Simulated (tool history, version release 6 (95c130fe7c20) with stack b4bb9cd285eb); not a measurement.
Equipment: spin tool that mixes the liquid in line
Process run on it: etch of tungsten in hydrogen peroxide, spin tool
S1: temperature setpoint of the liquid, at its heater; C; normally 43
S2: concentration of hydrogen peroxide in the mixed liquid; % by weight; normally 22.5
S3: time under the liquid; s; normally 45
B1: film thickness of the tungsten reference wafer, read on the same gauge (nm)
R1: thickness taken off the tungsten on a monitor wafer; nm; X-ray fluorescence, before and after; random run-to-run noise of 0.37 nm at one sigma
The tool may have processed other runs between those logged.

Run 1, hour 0: usual settings; B1 109.96. Result: R1 44.97 nm.
Run 2, hour 31.3: usual settings; B1 110.01. Result: R1 44.99 nm.
Run 3, hour 84: usual settings but S1 40.5 C; B1 110. Result: R1 37.98 nm.
Run 4, hour 111.3: usual settings but S1 40.5 C; B1 110.01. Result: R1 37.9 nm.
Run 5, hour 208.3: usual settings; B1 109.97. Result: R1 44.09 nm.
At hour 258.2: gauge calibrated.
Run 6, hour 265.3: usual settings but S1 52.5 C; B1 109.99. Result: R1 80.68 nm.
Run 7, hour 322.9: usual settings; B1 109.97. Result: R1 43.73 nm.
Run 8, hour 347.7: usual settings but S1 34 C, S2 25.5 % by weight, S3 60 s; B1 110. Result: R1 34.55 nm.
Run 9, hour 376.7: usual settings but S1 52 C, S2 29 % by weight, S3 55 s; B1 110.02. Result: R1 106.28 nm.
At hour 409.2: heated supply line repaired.
Run 10, hour 416.3: usual settings but S1 47.5 C, S2 27.5 % by weight, S3 35 s; B1 110.01. Result: R1 54.42 nm.
Run 11, hour 451.7: usual settings but S1 37.5 C, S2 16 % by weight, S3 65 s; B1 110. Result: R1 40.51 nm.
Run 12, hour 491.3: usual settings but S1 40.5 C; B1 110.02. Result: R1 40.87 nm.
At hour 620.6: thermometer replaced.
Run 13, hour 626.4: usual settings but S1 47.5 C, S2 26 % by weight, S3 55 s; B1 109.99. Result: R1 82.02 nm.
Run 14, hour 687.2: usual settings but S1 38.5 C, S2 27.5 % by weight, S3 35 s; B1 110.02. Result: R1 30.49 nm.
Run 15, hour 751.9: usual settings; B1 110.01. Result: R1 46.48 nm.
Run 16, hour 787.6: usual settings; B1 109.98. Result: R1 46.43 nm.
At hour 814.1: new drum of peroxide connected.
Run 17, hour 859.3: usual settings but S1 37.5 C, S2 26 % by weight, S3 60 s; B1 109.99. Result: R1 48.23 nm.
Run 18, hour 901.6: usual settings but S1 34.5 C, S2 16 % by weight, S3 35 s; B1 109.98. Result: R1 17.88 nm.
Run 19, hour 928.2: usual settings but S2 27.5 % by weight, S3 25 s; B1 110.01. Result: R1 29.42 nm.
Run 20, hour 985.8: usual settings; B1 110.01. Result: R1 47.96 nm.
Run 21, hour 1020.6: usual settings but S1 46.5 C; B1 110.01. Result: R1 58.88 nm.
At hour 1023.2: peroxide flow meter replaced.
Run 22, hour 1048.7: usual settings; B1 110. Result: R1 48.07 nm.
Run 23, hour 1084.8: usual settings; B1 110.01. Result: R1 47.93 nm.
Run 24, hour 1148.2: usual settings; B1 110.02. Result: R1 47.45 nm.
Run 25, hour 1195.1: usual settings but S2 25.5 % by weight, S3 50 s; B1 109.98. Result: R1 55.29 nm.
Run 26, hour 1244.6: usual settings but S1 52 C, S2 20 % by weight, S3 55 s; B1 110. Result: R1 94.57 nm.
Run 27, hour 1297.1: usual settings but S2 16 % by weight; B1 110. Result: R1 39.66 nm.

3 ways to go on from here, each from the tool as it stands after run 27. What would each give?
Run A, hour 1297.5: usual settings but S3 25 s; B1 ?. Result: R1 ?.
Run B, hour 1297.5: usual settings but S2 25.5 % by weight; B1 ?. Result: R1 ?.
Run C, hour 1297.5: usual settings but S1 36 C, S2 16.5 % by weight, S3 60 s; B1 ?. Result: R1 ?.

run      B1     R1
  A  110.01  26.13
  B  110.01  50.07
  C  110.01  33.95
With the hidden condition removed and each run's random variation left untouched, the same runs would have given:
run     R1
  A  27.53
  B  52.75
  C  35.82
